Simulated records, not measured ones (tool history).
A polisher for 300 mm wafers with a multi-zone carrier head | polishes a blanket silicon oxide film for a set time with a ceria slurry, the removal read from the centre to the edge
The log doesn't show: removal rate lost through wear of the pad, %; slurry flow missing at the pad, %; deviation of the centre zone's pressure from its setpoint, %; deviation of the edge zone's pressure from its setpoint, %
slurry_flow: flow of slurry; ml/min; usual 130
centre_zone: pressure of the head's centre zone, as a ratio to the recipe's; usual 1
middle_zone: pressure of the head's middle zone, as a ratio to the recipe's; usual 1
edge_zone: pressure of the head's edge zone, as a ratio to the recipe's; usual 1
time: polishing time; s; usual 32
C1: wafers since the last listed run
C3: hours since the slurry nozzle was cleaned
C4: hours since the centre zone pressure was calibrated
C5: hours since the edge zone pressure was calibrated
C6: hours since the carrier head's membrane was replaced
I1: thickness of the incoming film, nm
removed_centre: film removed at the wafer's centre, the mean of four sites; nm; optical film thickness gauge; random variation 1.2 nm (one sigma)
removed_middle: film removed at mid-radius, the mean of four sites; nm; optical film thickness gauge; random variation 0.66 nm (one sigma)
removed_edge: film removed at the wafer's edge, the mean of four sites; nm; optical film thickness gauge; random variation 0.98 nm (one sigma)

Run 1, hour 0: usual settings; C1 0; wafers polished on this pad 1090; C3 288.3; C4 256; C5 852.4; C6 528.6; I1 1419.5. Result: removed_centre 101.4 nm, removed_middle 100.8 nm, removed_edge 98.4 nm.
At hour 21: slurry nozzle cleaned.
At hour 59.2: worn pad replaced by a new one.
Run 2, hour 69.1: usual settings; C1 416; wafers polished on this pad 64; C3 48.1; C4 325.1; C5 921.5; C6 597.7; I1 1416.5. Result: removed_centre 100.6 nm, removed_middle 101 nm, removed_edge 98.7 nm.
At hour 75: centre zone pressure recalibrated.
Run 3, hour 108: usual settings; C1 239; wafers polished on this pad 303; C3 87; C4 33; C5 960.4; C6 636.6; I1 1424. Result: removed_centre 103.2 nm, removed_middle 99.3 nm, removed_edge 97.3 nm.
Run 4, hour 178.6: usual settings; C1 458; wafers polished on this pad 761; C3 157.6; C4 103.6; C5 1031; C6 707.2; I1 1430.5. Result: removed_centre 102.9 nm, removed_middle 100.6 nm, removed_edge 98.8 nm.
Run 5, hour 244.3: usual settings but time 38 s; C1 426; wafers polished on this pad 1188; C3 223.3; C4 169.3; C5 1096.7; C6 772.9; I1 1452.6. Result: removed_centre 120.8 nm, removed_middle 119.5 nm, removed_edge 117.4 nm.
At hour 260.7: slurry nozzle cleaned.
At hour 271.4: worn pad replaced by a new one.
At hour 288.1: carrier head's membrane replaced by a new one.
Run 6, hour 311.1: usual settings but time 38 s; C1 368; wafers polished on this pad 225; C3 50.4; C4 236.1; C5 1163.5; C6 23; I1 1432.8. Result: removed_centre 121 nm, removed_middle 117.9 nm, removed_edge 115.1 nm.
Run 7, hour 369.3: usual settings but time 38 s; C1 377; wafers polished on this pad 602; C3 108.6; C4 294.3; C5 1221.7; C6 81.2; I1 1437.2. Result: removed_centre 120.1 nm, removed_middle 118 nm, removed_edge 117.4 nm.
At hour 407.6: centre zone pressure recalibrated.
Run 8, hour 410.3: usual settings but edge_zone 0.92; C1 253; wafers polished on this pad 856; C3 149.6; C4 2.7; C5 1262.7; C6 122.2; I1 1455.5. Result: removed_centre 102.9 nm, removed_middle 101.1 nm, removed_edge 92.9 nm.
Run 9, hour 461.7: usual settings but edge_zone 0.92; C1 333; wafers polished on this pad 1189; C3 201; C4 54.1; C5 1314.1; C6 173.6; I1 1466.4. Result: removed_centre 98.8 nm, removed_middle 100.2 nm, removed_edge 93.6 nm.
Run 10, hour 493: usual settings but middle_zone 1.07, time 37 s; C1 203; wafers polished on this pad 1392; C3 232.3; C4 85.4; C5 1345.4; C6 204.9; I1 1423.1. Result: removed_centre 118.2 nm, removed_middle 121.7 nm, removed_edge 111.8 nm.
At hour 517.4: worn pad replaced by a new one.
Run 11, hour 561.4: usual settings but middle_zone 0.88; C1 418; wafers polished on this pad 285; C3 300.7; C4 153.8; C5 1413.8; C6 273.3; I1 1468.3. Result: removed_centre 101.1 nm, removed_middle 91.6 nm, removed_edge 97.5 nm.
At hour 573.1: edge zone pressure recalibrated.
At hour 580.2: slurry nozzle cleaned.
Run 12, hour 606.2: usual settings; C1 271; wafers polished on this pad 556; C3 26; C4 198.6; C5 33.1; C6 318.1; I1 1439. Result: removed_centre 99.1 nm, removed_middle 100.9 nm, removed_edge 98.8 nm.
Run 13, hour 664.7: usual settings but edge_zone 1.09; C1 379; wafers polished on this pad 936; C3 84.5; C4 257.1; C5 91.6; C6 376.6; I1 1427. Result: removed_centre 98.1 nm, removed_middle 100.5 nm, removed_edge 100.9 nm.
Run 14, hour 710.8: usual settings but middle_zone 1.08; C1 299; wafers polished on this pad 1235; C3 130.6; C4 303.2; C5 137.7; C6 422.7; I1 1418.6. Result: removed_centre 101.7 nm, removed_middle 105.6 nm, removed_edge 95.6 nm.
At hour 739.2: centre zone pressure recalibrated.
At hour 755: worn pad replaced by a new one.
Run 15, hour 756: usual settings but slurry_flow 100 ml/min; C1 254; wafers polished on this pad 6; C3 175.8; C4 16.8; C5 182.9; C6 467.9; I1 1435.5. Result: removed_centre 93.7 nm, removed_middle 95.4 nm, removed_edge 95.1 nm.
Run 16, hour 789.6: usual settings; C1 218; wafers polished on this pad 224; C3 209.4; C4 50.4; C5 216.5; C6 501.5; I1 1432.6. Result: removed_centre 100.6 nm, removed_middle 100.3 nm, removed_edge 96.3 nm.
Run 17, hour 818.4: usual settings but slurry_flow 155 ml/min, centre_zone 1.05, edge_zone 1.03; C1 186; wafers polished on this pad 411; C3 238.2; C4 79.2; C5 245.3; C6 530.3; I1 1430. Result: removed_centre 107.4 nm, removed_middle 103.6 nm, removed_edge 101.5 nm.
Run 18, hour 889.9: usual settings but slurry_flow 145 ml/min, edge_zone 1.11, time 38 s; C1 464; wafers polished on this pad 875; C3 309.7; C4 150.7; C5 316.8; C6 601.8; I1 1454.2. Result: removed_centre 122.7 nm, removed_middle 120.1 nm, removed_edge 125.3 nm.
At hour 901.6: slurry nozzle cleaned.
Run 19, hour 921.6: usual settings but slurry_flow 170 ml/min; C1 199; wafers polished on this pad 1075; C3 20; C4 182.4; C5 348.5; C6 633.5; I1 1414.5. Result: removed_centre 106.9 nm, removed_middle 103.8 nm, removed_edge 100.1 nm.
Run 20, hour 979.4: usual settings but slurry_flow 150 ml/min, edge_zone 1.11, time 25 s; C1 375; wafers polished on this pad 1450; C3 77.8; C4 240.2; C5 406.3; C6 691.3; I1 1450.7. Result: removed_centre 82.4 nm, removed_middle 79.8 nm, removed_edge 80.5 nm.
At hour 1005.4: worn pad replaced by a new one.
Run 21, hour 1041.9: usual settings but centre_zone 0.96, middle_zone 1.05, time 42 s; C1 379; wafers polished on this pad 236; C3 140.3; C4 302.7; C5 468.8; C6 753.8; I1 1437.5. Result: removed_centre 126.5 nm, removed_middle 136.2 nm, removed_edge 130.6 nm.

5 ways to go on from here, each from the tool as it stands after run 21. What would each give?
Run A, hour 1042.3: usual settings; C1 2; wafers polished on this pad 239; C3 140.7; C4 303.1; C5 469.2; C6 754.2; I1 1455.4. Result: removed_centre ?, removed_middle ?, removed_edge ?.
Run B, hour 1042.3: usual settings but slurry_flow 140 ml/min, middle_zone 0.89; C1 2; wafers polished on this pad 239; C3 140.7; C4 303.1; C5 469.2; C6 754.2; I1 1455.4. Result: removed_centre ?, removed_middle ?, removed_edge ?.
Run C, hour 1042.3: usual settings but centre_zone 1.1; C1 2; wafers polished on this pad 239; C3 140.7; C4 303.1; C5 469.2; C6 754.2; I1 1455.4. Result: removed_centre ?, removed_middle ?, removed_edge ?.
Run D, hour 1042.3: usual settings but slurry_flow 160 ml/min, centre_zone 1.12, middle_zone 0.92, time 26 s; C1 2; wafers polished on this pad 239; C3 140.7; C4 303.1; C5 469.2; C6 754.2; I1 1455.4. Result: removed_centre ?, removed_middle ?, removed_edge ?.
Run E, hour 1042.3: usual settings but slurry_flow 110 ml/min, middle_zone 0.89, edge_zone 1.07; C1 2; wafers polished on this pad 239; C3 140.7; C4 303.1; C5 469.2; C6 754.2; I1 1455.4. Result: removed_centre ?, removed_middle ?, removed_edge ?.

run  removed_centre  removed_middle  removed_edge
  A             103           100.4          95.7
  B           104.3            94.5          96.7
  C           113.3           100.4          95.7
  D            97.2              80          79.7
  E            99.6            90.8          97.1
Without the tool's hidden state the same runs would have given:
run  removed_centre  removed_middle  removed_edge
  A             103           100.4          95.7
  B           104.3            94.5          96.7
  C           113.3           100.4          95.7
  D            97.2              80          79.7
  E            99.6            90.8          97.1

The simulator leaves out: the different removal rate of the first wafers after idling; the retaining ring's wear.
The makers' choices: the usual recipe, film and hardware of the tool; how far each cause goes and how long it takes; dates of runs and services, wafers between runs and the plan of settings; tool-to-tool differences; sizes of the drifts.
